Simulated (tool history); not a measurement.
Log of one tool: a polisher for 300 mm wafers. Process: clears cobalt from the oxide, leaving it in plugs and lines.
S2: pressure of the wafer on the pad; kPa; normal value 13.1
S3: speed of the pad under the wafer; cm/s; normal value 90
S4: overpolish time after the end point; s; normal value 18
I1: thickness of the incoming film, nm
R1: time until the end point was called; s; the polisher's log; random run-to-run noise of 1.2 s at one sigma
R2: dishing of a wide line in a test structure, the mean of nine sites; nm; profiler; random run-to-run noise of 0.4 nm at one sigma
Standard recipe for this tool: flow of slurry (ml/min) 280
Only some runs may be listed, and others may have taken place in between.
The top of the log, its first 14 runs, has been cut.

At day 17.288: head pressure recalibrated.
Run 15, day 17.792: usual settings; I1 312. Result: R1 94.1 s, R2 34.1 nm.
At day 18.533: worn pad replaced by a new one.
Run 16, day 18.554: usual settings; I1 307.9. Result: R1 92 s, R2 34.3 nm.
At day 19.171: slurry nozzle cleaned.
Run 17, day 19.488: usual settings; I1 308.8. Result: R1 86.1 s, R2 35.8 nm.
Run 18, day 20.767: usual settings but flow of slurry (ml/min) 310, S4 24 s; I1 307.5. Result: R1 83.2 s, R2 39.6 nm.
Run 19, day 22.258: usual settings; I1 305.1. Result: R1 84.4 s, R2 34.7 nm.
Run 20, day 23.254: usual settings; I1 307.2. Result: R1 85.6 s, R2 34.4 nm.
Run 21, day 24.612: usual settings; I1 307.2. Result: R1 86.9 s, R2 35.1 nm.
Run 22, day 25.158: usual settings but S2 9 kPa; I1 312.4. Result: R1 122.5 s, R2 29.5 nm.
Run 23, day 25.738: usual settings but flow of slurry (ml/min) 365, S2 11.7 kPa, S4 7 s; I1 306.8. Result: R1 92.3 s, R2 19 nm.
Run 24, day 26.817: usual settings; I1 313. Result: R1 87.7 s, R2 34.8 nm.
At day 27.45: worn pad replaced by a new one.
Run 25, day 27.471: usual settings but flow of slurry (ml/min) 330; I1 309.5. Result: R1 86.8 s, R2 35.6 nm.
Run 26, day 28.438: usual settings but flow of slurry (ml/min) 230, S2 8.3 kPa, S4 11 s; I1 305.4. Result: R1 136.8 s, R2 19.8 nm.
Run 27, day 29.329: usual settings; I1 313. Result: R1 91.1 s, R2 35.1 nm.
Run 28, day 32.633: usual settings but S4 21 s; I1 307.7. Result: R1 89.3 s, R2 37.5 nm.
Run 29, day 33.429: usual settings but flow of slurry (ml/min) 325, S2 9 kPa, S3 78 cm/s; I1 313.1. Result: R1 144.9 s, R2 26.7 nm.

Predict the results of run 30:
Run 30, day 34.85: usual settings but flow of slurry (ml/min) 345; I1 310.4. Result: R1 ?, R2 ?.

Run 30 gave R1 86.5 s, R2 35.2 nm.
The same run, on a tool lacking any hidden state, would have yielded R1 82.3 s, R2 35.9 nm.

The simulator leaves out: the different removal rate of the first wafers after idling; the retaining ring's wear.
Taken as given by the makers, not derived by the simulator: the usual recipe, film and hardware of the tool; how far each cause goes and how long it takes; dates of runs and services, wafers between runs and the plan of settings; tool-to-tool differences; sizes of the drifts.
